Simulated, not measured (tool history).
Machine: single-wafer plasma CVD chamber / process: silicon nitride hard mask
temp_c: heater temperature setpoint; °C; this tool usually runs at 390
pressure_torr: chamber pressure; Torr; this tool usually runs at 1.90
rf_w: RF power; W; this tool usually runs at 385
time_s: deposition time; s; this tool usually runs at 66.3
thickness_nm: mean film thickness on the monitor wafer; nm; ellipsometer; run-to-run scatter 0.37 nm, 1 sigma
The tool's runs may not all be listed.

| run | day | temp_c | pressure_torr | rf_w | time_s | wafers since the last listed run | hours since the last thermocouple change | hours since the last RF generator calibration | hours since the last manometer calibration | hours since the showerhead was replaced | hours since the gauge calibration | read-back reference wafer on the same gauge, thickness_nm | thickness_nm |
|---|---|---|---|---|---|---|---|---|---|---|---|---|---|
| 1 | 0.000 | 394 | 1.90 | 385 | 66.3 | 0 | 728.0 | 806.7 | 1176.6 | 5701.5 | 400.0 | 102.614 | 97.248 |
| 2 | 1.362 | 383 | 2.11 | 385 | 66.3 | 464 | 760.7 | 839.4 | 1209.3 | 5734.2 | 432.7 | 102.566 | 99.517 |
| 3 | 5.458 | 383 | 2.11 | 385 | 66.3 | 1397 | 859.0 | 937.7 | 1307.6 | 5832.5 | 531.0 | 102.609 | 99.619 |
| 4 | 6.779 | 390 | 1.90 | 385 | 66.3 | 450 | 890.7 | 969.4 | 1339.3 | 5864.2 | 562.7 | 102.534 | 96.214 |
| 5 | 8.079 | 390 | 1.90 | 385 | 66.3 | 443 | 921.9 | 1000.6 | 1370.5 | 5895.4 | 593.9 | 102.633 | 97.131 |
| 6 | 9.321 | 390 | 1.90 | 385 | 66.3 | 423 | 951.7 | 1030.4 | 1400.3 | 5925.2 | 623.7 | 102.642 | 96.773 |
| 7 | 10.696 | 390 | 1.90 | 385 | 66.3 | 469 | 984.7 | 1063.4 | 1433.3 | 5958.2 | 656.7 | 102.564 | 96.867 |
| 8 | 11.933 | 390 | 1.90 | 385 | 66.3 | 422 | 1014.4 | 1093.1 | 1463.0 | 5987.9 | 686.4 | 102.523 | 97.205 |
| 9 | 12.671 | 390 | 1.90 | 385 | 66.3 | 251 | 1032.1 | 1110.8 | 1480.7 | 6005.6 | 704.1 | 102.629 | 97.243 |
| 10 | 13.654 | 390 | 1.90 | 385 | 66.3 | 335 | 1055.7 | 1134.4 | 1504.3 | 6029.2 | 727.7 | 102.614 | 96.961 |
| 11 | 14.554 | 390 | 1.90 | 385 | 66.3 | 307 | 1077.3 | 1156.0 | 1525.9 | 6050.8 | 749.3 | 102.630 | 96.752 |
|  | 15.454 | showerhead replaced |
| 12 | 15.712 | 390 | 1.90 | 385 | 66.3 | 281 | 1105.1 | 1183.8 | 1553.7 | 6.2 | 777.1 | 102.595 | 97.405 |
| 13 | 16.375 | 390 | 1.90 | 385 | 66.3 | 226 | 1121.0 | 1199.7 | 1569.6 | 22.1 | 793.0 | 102.690 | 96.991 |
|  | 17.096 | gauge calibrated |
| 14 | 19.800 | 390 | 1.90 | 385 | 66.3 | 1168 | 1203.2 | 1281.9 | 1651.8 | 104.3 | 64.9 | 102.633 | 96.785 |
| 15 | 20.729 | 376 | 1.60 | 385 | 66.3 | 316 | 1225.5 | 1304.2 | 1674.1 | 126.6 | 87.2 | 102.569 | 92.457 |
|  | 22.242 | RF generator calibrated |
| 16 | 22.262 | 390 | 1.90 | 385 | 60.4 | 409 | 1262.3 | 0.5 | 1710.9 | 163.4 | 124.0 | 102.634 | 87.580 |
|  | 23.642 | capacitance manometer re-zeroed and calibrated |
|  | 23.867 | thermocouple changed; heater temperature recalibrated |
| 17 | 23.888 | 390 | 1.90 | 385 | 66.3 | 364 | 0.5 | 39.5 | 5.9 | 202.4 | 163.0 | 102.627 | 96.382 |
| 18 | 26.525 | 376 | 1.60 | 385 | 66.3 | 899 | 63.8 | 102.8 | 69.2 | 265.7 | 226.3 | 102.663 | 93.078 |
| 19 | 27.221 | 396 | 1.46 | 330 | 57.5 | 237 | 80.5 | 119.5 | 85.9 | 282.4 | 243.0 | 102.618 | 66.450 |
| 20 | 27.967 | 395 | 2.18 | 360 | 59.3 | 254 | 98.4 | 137.4 | 103.8 | 300.3 | 260.9 | 102.608 | 83.756 |
| 21 | 29.142 | 390 | 1.90 | 385 | 60.5 | 400 | 126.6 | 165.6 | 132.0 | 328.5 | 289.1 | 102.580 | 87.726 |
| 22 | 29.804 | 390 | 2.13 | 385 | 66.3 | 226 | 142.5 | 181.5 | 147.9 | 344.4 | 305.0 | 102.645 | 99.873 |
| 23 | 30.558 | 379 | 1.90 | 385 | 66.3 | 257 | 160.6 | 199.6 | 166.0 | 362.5 | 323.1 | 102.681 | 97.465 |
| 24 | 31.125 | 390 | 1.90 | 385 | 66.3 | 193 | 174.2 | 213.2 | 179.6 | 376.1 | 336.7 | 102.562 | 96.584 |
| 25 | 31.875 | 401 | 2.27 | 425 | 71.6 | 255 | 192.2 | 231.2 | 197.6 | 394.1 | 354.7 | 102.576 | 118.362 |
| 26 | 33.004 | 394 | 1.63 | 315 | 60.1 | 385 | 219.3 | 258.3 | 224.7 | 421.2 | 381.8 | 102.555 | 67.687 |
| 27 | 34.129 | 390 | 1.90 | 385 | 66.3 | 383 | 246.3 | 285.3 | 251.7 | 448.2 | 408.8 | 102.554 | 97.640 |
| 28 | 34.696 | 396 | 1.76 | 385 | 58.3 | 193 | 259.9 | 298.9 | 265.3 | 461.8 | 422.4 | 102.612 | 83.060 |

List, for all runs, the conditions of the tool that the log does not record:
wafer temperature above the value expected at the setpoint (K): 0 across all the runs
delivered RF power above the setpoint (%): 0 across all the runs
true pressure above the setpoint (%): 0 across all the runs
gauge reads high (%): 0 across all the runs

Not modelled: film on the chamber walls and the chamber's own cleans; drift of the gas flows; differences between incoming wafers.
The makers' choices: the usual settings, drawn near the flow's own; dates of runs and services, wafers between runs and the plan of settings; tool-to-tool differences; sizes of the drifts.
